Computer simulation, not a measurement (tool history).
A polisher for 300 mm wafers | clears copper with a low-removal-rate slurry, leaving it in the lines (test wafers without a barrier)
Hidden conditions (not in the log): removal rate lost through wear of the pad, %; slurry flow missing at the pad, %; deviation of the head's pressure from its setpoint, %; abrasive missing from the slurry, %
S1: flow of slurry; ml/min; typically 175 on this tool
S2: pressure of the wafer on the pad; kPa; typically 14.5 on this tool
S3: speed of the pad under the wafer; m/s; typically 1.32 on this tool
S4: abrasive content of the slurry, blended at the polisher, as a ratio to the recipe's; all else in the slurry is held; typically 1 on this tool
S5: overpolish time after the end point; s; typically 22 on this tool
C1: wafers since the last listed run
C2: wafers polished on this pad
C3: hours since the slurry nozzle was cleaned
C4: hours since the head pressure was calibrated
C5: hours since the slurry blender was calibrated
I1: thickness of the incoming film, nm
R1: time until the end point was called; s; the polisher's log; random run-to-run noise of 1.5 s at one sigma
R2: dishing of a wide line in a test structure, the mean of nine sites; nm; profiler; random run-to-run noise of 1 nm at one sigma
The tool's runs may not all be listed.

run 1 hour=0 | S1=175 S2=14.5 S3=1.32 S4=1 S5=22 | C1=0 C2=285 C3=186 C4=733.8 C5=75.6 | I1=220 | R1=89.2 R2=40.9
run 2 hour=24.6 | S1=175 S2=14.5 S3=1.32 S4=1 S5=22 | C1=263 C2=548 C3=210.6 C4=758.4 C5=100.2 | I1=220.4 | R1=91.4 R2=39.4
run 3 hour=53.8 | S1=175 S2=14.5 S3=1.32 S4=1 S5=22 | C1=312 C2=860 C3=239.8 C4=787.6 C5=129.4 | I1=222.5 | R1=92.8 R2=36.4
run 4 hour=78 | S1=175 S2=14.5 S3=1.32 S4=1 S5=22 | C1=258 C2=1119 C3=264 C4=811.8 C5=153.6 | I1=216.5 | R1=92.1 R2=38.9
-- hour=100.4 worn pad replaced by a new one
run 5 hour=104 | S1=175 S2=14.5 S3=1.32 S4=1 S5=22 | C1=235 C2=37 C3=290 C4=837.8 C5=179.6 | I1=216.4 | R1=76.4 R2=41.9
run 6 hour=138.7 | S1=175 S2=14.5 S3=1.32 S4=1 S5=22 | C1=371 C2=409 C3=324.7 C4=872.5 C5=214.3 | I1=216.6 | R1=84.6 R2=40.8
run 7 hour=171.3 | S1=175 S2=14.5 S3=1.32 S4=1 S5=22 | C1=348 C2=757 C3=357.3 C4=905.1 C5=246.9 | I1=215.8 | R1=88.2 R2=41.3
-- hour=185.2 slurry blender recalibrated
run 8 hour=198.3 | S1=175 S2=14.5 S3=1.32 S4=1 S5=22 | C1=267 C2=1025 C3=384.3 C4=932.1 C5=13.1 | I1=220.5 | R1=88 R2=38.8
-- hour=225.3 worn pad replaced by a new one
run 9 hour=233.6 | S1=175 S2=14.5 S3=1.42 S4=1 S5=22 | C1=334 C2=88 C3=419.6 C4=967.4 C5=48.4 | I1=216.5 | R1=76.5 R2=44.8
-- hour=246.1 head pressure recalibrated
run 10 hour=253.3 | S1=175 S2=14.5 S3=1.42 S4=1 S5=22 | C1=189 C2=278 C3=439.3 C4=7.2 C5=68.1 | I1=218.2 | R1=79.4 R2=45.4
run 11 hour=279.5 | S1=175 S2=14.5 S3=1.42 S4=1 S5=22 | C1=280 C2=558 C3=465.5 C4=33.4 C5=94.3 | I1=216.5 | R1=81.2 R2=42
run 12 hour=302 | S1=175 S2=14.5 S3=1.32 S4=1.25 S5=22 | C1=240 C2=798 C3=488 C4=55.9 C5=116.8 | I1=223.4 | R1=84.7 R2=42
run 13 hour=331.6 | S1=175 S2=14.5 S3=1.32 S4=1.25 S5=22 | C1=316 C2=1115 C3=517.6 C4=85.5 C5=146.4 | I1=218.7 | R1=84.4 R2=41.4
-- hour=340.3 worn pad replaced by a new one, of another model than before
run 14 hour=359.1 | S1=160 S2=14.5 S3=1.56 S4=1.2 S5=22 | C1=251 C2=200 C3=545.1 C4=113 C5=173.9 | I1=217.1 | R1=70.8 R2=48.3
run 15 hour=393.1 | S1=120 S2=14.5 S3=1.44 S4=1 S5=17 | C1=363 C2=564 C3=579.1 C4=147 C5=207.9 | I1=220.3 | R1=92.6 R2=29.2
run 16 hour=412.9 | S1=175 S2=18.6 S3=1.32 S4=0.8 S5=19 | C1=211 C2=775 C3=598.9 C4=166.8 C5=227.7 | I1=218 | R1=81.3 R2=37.6
run 17 hour=437.5 | S1=175 S2=14.5 S3=1.32 S4=1.25 S5=22 | C1=263 C2=1039 C3=623.5 C4=191.4 C5=252.3 | I1=219.1 | R1=83.8 R2=42.4
-- hour=452.9 slurry nozzle cleaned
run 18 hour=458.1 | S1=175 S2=14.5 S3=1.32 S4=1 S5=22 | C1=209 C2=1248 C3=5.2 C4=212 C5=272.9 | I1=220.4 | R1=90.4 R2=38.1
-- hour=465 slurry blender recalibrated
-- hour=469.9 worn pad replaced by a new one
run 19 hour=475 | S1=200 S2=14.5 S3=1.62 S4=1 S5=28 | C1=116 C2=54 C3=22.1 C4=228.9 C5=10 | I1=218.2 | R1=68.2 R2=62.1
run 20 hour=497.2 | S1=175 S2=14.5 S3=1.6 S4=0.7 S5=22 | C1=237 C2=291 C3=44.3 C4=251.1 C5=32.2 | I1=219.2 | R1=86.8 R2=40.6
run 21 hour=521.4 | S1=175 S2=17.2 S3=1.32 S4=1 S5=22 | C1=258 C2=550 C3=68.5 C4=275.3 C5=56.4 | I1=220.3 | R1=79.2 R2=43.7
run 22 hour=543.6 | S1=175 S2=14.5 S3=1.32 S4=1 S5=32 | C1=237 C2=787 C3=90.7 C4=297.5 C5=78.6 | I1=220.6 | R1=92.7 R2=53.4
run 23 hour=574.8 | S1=175 S2=10.3 S3=1.08 S4=1 S5=22 | C1=333 C2=1121 C3=121.9 C4=328.7 C5=109.8 | I1=219.8 | R1=129 R2=28.4
run 24 hour=604.6 | S1=195 S2=17.9 S3=1.66 S4=1.1 S5=22 | C1=318 C2=1440 C3=151.7 C4=358.5 C5=139.6 | I1=221.5 | R1=63.3 R2=53.1
-- hour=609.4 worn pad replaced by a new one
run 25 hour=618.1 | S1=175 S2=14.5 S3=1.48 S4=1.25 S5=22 | C1=101 C2=93 C3=165.2 C4=372 C5=153.1 | I1=219.6 | R1=70.6 R2=47.1
run 26 hour=639.4 | S1=175 S2=14.5 S3=1.72 S4=1 S5=22 | C1=227 C2=320 C3=186.5 C4=393.3 C5=174.4 | I1=217.3 | R1=69.8 R2=46.2
run 27 hour=661.1 | S1=175 S2=14.5 S3=1.32 S4=1 S5=22 | C1=232 C2=552 C3=208.2 C4=415 C5=196.1 | I1=219.7 | R1=88.5 R2=40.3

What if the next run were any one of these 3? Each begins from the tool's condition after run 27:
run A hour=661.6 | S1=175 S2=14.5 S3=1.32 S4=1.1 S5=22 | C1=5 C2=558 C3=208.7 C4=415.5 C5=196.6 | I1=215 | R1=? R2=?
run B hour=661.6 | S1=130 S2=15.9 S3=1.32 S4=1 S5=22 | C1=5 C2=558 C3=208.7 C4=415.5 C5=196.6 | I1=215 | R1=? R2=?
run C hour=661.6 | S1=175 S2=14.5 S3=1.1 S4=1 S5=13 | C1=5 C2=558 C3=208.7 C4=415.5 C5=196.6 | I1=215 | R1=? R2=?

run=A R1=84.5 R2=41.1
run=B R1=90 R2=39.2
run=C R1=99 R2=22.6
Stripped of hidden state, with their random variation kept, the same runs would have yielded:
run=A R1=76.2 R2=44.8
run=B R1=81.2 R2=42.7
run=C R1=89.3 R2=24.8
